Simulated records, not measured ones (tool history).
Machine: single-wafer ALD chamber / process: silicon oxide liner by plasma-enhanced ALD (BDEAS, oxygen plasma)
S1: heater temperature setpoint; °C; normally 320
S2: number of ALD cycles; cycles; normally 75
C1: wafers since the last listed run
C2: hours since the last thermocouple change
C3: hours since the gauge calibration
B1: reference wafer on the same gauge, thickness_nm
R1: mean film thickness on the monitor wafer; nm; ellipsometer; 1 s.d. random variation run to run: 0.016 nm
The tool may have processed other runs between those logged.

run	hour	S1	S2	C1	C2	C3	B1	R1
1	0	312	75	0	1749.9	149.7	7.312	6.629
2	9.8	312	75	37	1759.7	159.5	7.314	6.629
3	23.9	312	75	53	1773.8	173.6	7.309	6.619
4	36.6	320	75	48	1786.5	186.3	7.307	6.579
5	47.4	320	75	41	1797.3	197.1	7.31	6.574
6	55.2	320	65	29	1805.1	204.9	7.309	5.712
7	72.7	320	65	66	1822.6	222.4	7.313	5.681
8	79.1	320	75	24	1829	228.8	7.311	6.558
9	95.5	320	75	62	1845.4	245.2	7.309	6.589
# hour 124: gauge calibrated
10	140.2	320	75	170	1890.1	16.2	7.31	6.599
11	148.7	327	75	32	1898.6	24.7	7.31	6.487
12	165.3	327	75	63	1915.2	41.3	7.31	6.514
13	181.6	327	75	62	1931.5	57.6	7.308	6.525
14	194.3	327	71	48	1944.2	70.3	7.313	6.169
15	205.8	327	71	43	1955.7	81.8	7.312	6.185
16	214.4	330	75	32	1964.3	90.4	7.309	6.478
17	228.8	320	75	54	1978.7	104.8	7.311	6.572
# hour 241.7: thermocouple changed; heater temperature recalibrated
18	244.9	320	75	30	3.2	120.9	7.312	6.562
19	254.7	311	75	37	13	130.7	7.312	6.662
20	293.8	320	75	149	52.1	169.8	7.31	6.557
21	304.5	311	64	40	62.8	180.5	7.309	5.664
22	315.4	307	75	41	73.7	191.4	7.309	6.651
23	367.1	320	75	197	125.4	243.1	7.309	6.565
24	382	331	75	56	140.3	258	7.308	6.488
25	398.9	326	65	64	157.2	274.9	7.31	5.657
# hour 403.3: gauge calibrated
26	415.7	327	64	64	174	12.4	7.305	5.592
27	423.7	314	75	30	182	20.4	7.31	6.602
28	437.2	306	82	51	195.5	33.9	7.311	7.337
29	450.1	320	60	49	208.4	46.8	7.31	5.255
30	464.3	320	75	54	222.6	61	7.314	6.54
31	476.5	327	75	46	234.8	73.2	7.311	6.538
32	485.8	310	86	35	244.1	82.5	7.309	7.592
33	494.9	330	89	34	253.2	91.6	7.31	7.729
34	501.3	320	75	24	259.6	98	7.309	6.6
35	515.1	316	75	52	273.4	111.8	7.311	6.596
36	532	312	67	64	290.3	128.7	7.306	5.918
37	543.3	316	75	43	301.6	140	7.312	6.589

For each entry between runs, how does the tool's hidden state at the last listed run before it compare with that at the first listed run after it?
Runs 9 to 10: gauge calibrated (hour 124)
  no difference in the tool's unlogged condition between these two runs
Runs 17 to 18: thermocouple changed; heater temperature recalibrated (hour 241.7)
  no difference in the tool's unlogged condition between these two runs
Runs 25 to 26: gauge calibrated (hour 403.3)
  no difference in the tool's unlogged condition between these two runs
